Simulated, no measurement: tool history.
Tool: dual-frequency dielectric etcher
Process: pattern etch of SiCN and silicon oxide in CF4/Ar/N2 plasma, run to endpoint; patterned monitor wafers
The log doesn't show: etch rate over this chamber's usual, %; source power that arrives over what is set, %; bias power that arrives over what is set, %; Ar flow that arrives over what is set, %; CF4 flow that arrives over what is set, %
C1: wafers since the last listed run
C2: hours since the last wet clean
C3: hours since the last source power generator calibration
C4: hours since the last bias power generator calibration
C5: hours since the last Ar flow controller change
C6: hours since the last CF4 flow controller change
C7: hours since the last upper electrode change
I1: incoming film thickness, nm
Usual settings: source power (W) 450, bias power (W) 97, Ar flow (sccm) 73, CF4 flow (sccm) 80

run 1 hour=0 | source_power_(W)=450 bias_power_(W)=105 Ar_flow_(sccm)=73 CF4_flow_(sccm)=80 | C1=0 C2=554.2 C3=4364.8 C4=2135.2 C5=4930.9 C6=4932.7 C7=4911.7 | I1=17.88 | endpoint_time_(s)=15.5
run 2 hour=15 | source_power_(W)=450 bias_power_(W)=105 Ar_flow_(sccm)=73 CF4_flow_(sccm)=80 | C1=170 C2=569.2 C3=4379.8 C4=2150.2 C5=4945.9 C6=4947.7 C7=4926.7 | I1=17.94 | endpoint_time_(s)=15.6
run 3 hour=25.6 | source_power_(W)=450 bias_power_(W)=105 Ar_flow_(sccm)=73 CF4_flow_(sccm)=80 | C1=120 C2=579.8 C3=4390.4 C4=2160.8 C5=4956.5 C6=4958.3 C7=4937.3 | I1=17.82 | endpoint_time_(s)=15.3
run 4 hour=42.9 | source_power_(W)=450 bias_power_(W)=97 Ar_flow_(sccm)=73 CF4_flow_(sccm)=80 | C1=196 C2=597.1 C3=4407.7 C4=2178.1 C5=4973.8 C6=4975.6 C7=4954.6 | I1=17.61 | endpoint_time_(s)=15.5
run 5 hour=58.7 | source_power_(W)=450 bias_power_(W)=97 Ar_flow_(sccm)=73 CF4_flow_(sccm)=80 | C1=179 C2=612.9 C3=4423.5 C4=2193.9 C5=4989.6 C6=4991.4 C7=4970.4 | I1=17.74 | endpoint_time_(s)=15.5
-- hour=83.2 upper electrode replaced
run 6 hour=83.7 | source_power_(W)=450 bias_power_(W)=97 Ar_flow_(sccm)=73 CF4_flow_(sccm)=80 | C1=11 C2=637.9 C3=4448.5 C4=2218.9 C5=5014.6 C6=5016.4 C7=0.5 | I1=17.72 | endpoint_time_(s)=15.5
run 7 hour=90.8 | source_power_(W)=450 bias_power_(W)=97 Ar_flow_(sccm)=73 CF4_flow_(sccm)=80 | C1=80 C2=645 C3=4455.6 C4=2226 C5=5021.7 C6=5023.5 C7=7.6 | I1=17.7 | endpoint_time_(s)=15.6
run 8 hour=103.1 | source_power_(W)=450 bias_power_(W)=97 Ar_flow_(sccm)=73 CF4_flow_(sccm)=80 | C1=139 C2=657.3 C3=4467.9 C4=2238.3 C5=5034 C6=5035.8 C7=19.9 | I1=17.82 | endpoint_time_(s)=15.6
-- hour=113.5 Ar flow controller replaced
-- hour=140.3 wet clean of the chamber
-- hour=141.3 source power generator calibrated
run 9 hour=141.8 | source_power_(W)=450 bias_power_(W)=92 Ar_flow_(sccm)=73 CF4_flow_(sccm)=71 | C1=87 C2=1.5 C3=0.5 C4=2277 C5=28.3 C6=5074.5 C7=58.6 | I1=17.93 | endpoint_time_(s)=16.9
run 10 hour=142.1 | source_power_(W)=450 bias_power_(W)=97 Ar_flow_(sccm)=73 CF4_flow_(sccm)=80 | C1=3 C2=1.8 C3=0.8 C4=2277.3 C5=28.6 C6=5074.8 C7=58.9 | I1=17.69 | endpoint_time_(s)=16.2
run 11 hour=147.3 | source_power_(W)=490 bias_power_(W)=89 Ar_flow_(sccm)=73 CF4_flow_(sccm)=99 | C1=59 C2=7 C3=6 C4=2282.5 C5=33.8 C6=5080 C7=64.1 | I1=17.73 | endpoint_time_(s)=14.8
run 12 hour=153.4 | source_power_(W)=450 bias_power_(W)=97 Ar_flow_(sccm)=73 CF4_flow_(sccm)=80 | C1=69 C2=13.1 C3=12.1 C4=2288.6 C5=39.9 C6=5086.1 C7=70.2 | I1=17.88 | endpoint_time_(s)=16.5
-- hour=169.5 CF4 flow controller replaced
run 13 hour=170 | source_power_(W)=450 bias_power_(W)=97 Ar_flow_(sccm)=73 CF4_flow_(sccm)=96 | C1=120 C2=29.7 C3=28.7 C4=2305.2 C5=56.5 C6=0.5 C7=86.8 | I1=17.83 | endpoint_time_(s)=16.1
run 14 hour=172.4 | source_power_(W)=450 bias_power_(W)=97 Ar_flow_(sccm)=73 CF4_flow_(sccm)=95 | C1=27 C2=32.1 C3=31.1 C4=2307.6 C5=58.9 C6=2.9 C7=89.2 | I1=17.97 | endpoint_time_(s)=16.3
run 15 hour=187.9 | source_power_(W)=490 bias_power_(W)=89 Ar_flow_(sccm)=73 CF4_flow_(sccm)=99 | C1=176 C2=47.6 C3=46.6 C4=2323.1 C5=74.4 C6=18.4 C7=104.7 | I1=17.67 | endpoint_time_(s)=14.8
-- hour=195.4 bias power generator calibrated
run 16 hour=201.5 | source_power_(W)=530 bias_power_(W)=87 Ar_flow_(sccm)=62 CF4_flow_(sccm)=92 | C1=109 C2=61.2 C3=60.2 C4=6.1 C5=88 C6=32 C7=118.3 | I1=17.84 | endpoint_time_(s)=13.6
run 17 hour=218.5 | source_power_(W)=370 bias_power_(W)=97 Ar_flow_(sccm)=73 CF4_flow_(sccm)=74 | C1=193 C2=78.2 C3=77.2 C4=23.1 C5=105 C6=49 C7=135.3 | I1=18.04 | endpoint_time_(s)=20.9
run 18 hour=234.2 | source_power_(W)=450 bias_power_(W)=97 Ar_flow_(sccm)=73 CF4_flow_(sccm)=96 | C1=178 C2=93.9 C3=92.9 C4=38.8 C5=120.7 C6=64.7 C7=151 | I1=17.56 | endpoint_time_(s)=15.8
run 19 hour=246.3 | source_power_(W)=490 bias_power_(W)=121 Ar_flow_(sccm)=73 CF4_flow_(sccm)=80 | C1=137 C2=106 C3=105 C4=50.9 C5=132.8 C6=76.8 C7=163.1 | I1=17.75 | endpoint_time_(s)=13.8

What the log doesn't show, run by run:
source power that arrives over what is set, %: 0 in every run
bias power that arrives over what is set, %: 0 in every run
Ar flow that arrives over what is set, %: 0 in every run
CF4 flow that arrives over what is set, %: 0 in every run
H1: etch rate over this chamber's usual, %
run=1 H1=4.66
run=2 H1=4.79
run=3 H1=4.88
run=4 H1=5.03
run=5 H1=5.17
run=6 H1=5.38
run=7 H1=5.44
run=8 H1=5.54
run=9 H1=0.107
run=10 H1=0.11
run=11 H1=0.154
run=12 H1=0.206
run=13 H1=0.348
run=14 H1=0.369
run=15 H1=0.501
run=16 H1=0.617
run=17 H1=0.763
run=18 H1=0.897
run=19 H1=1
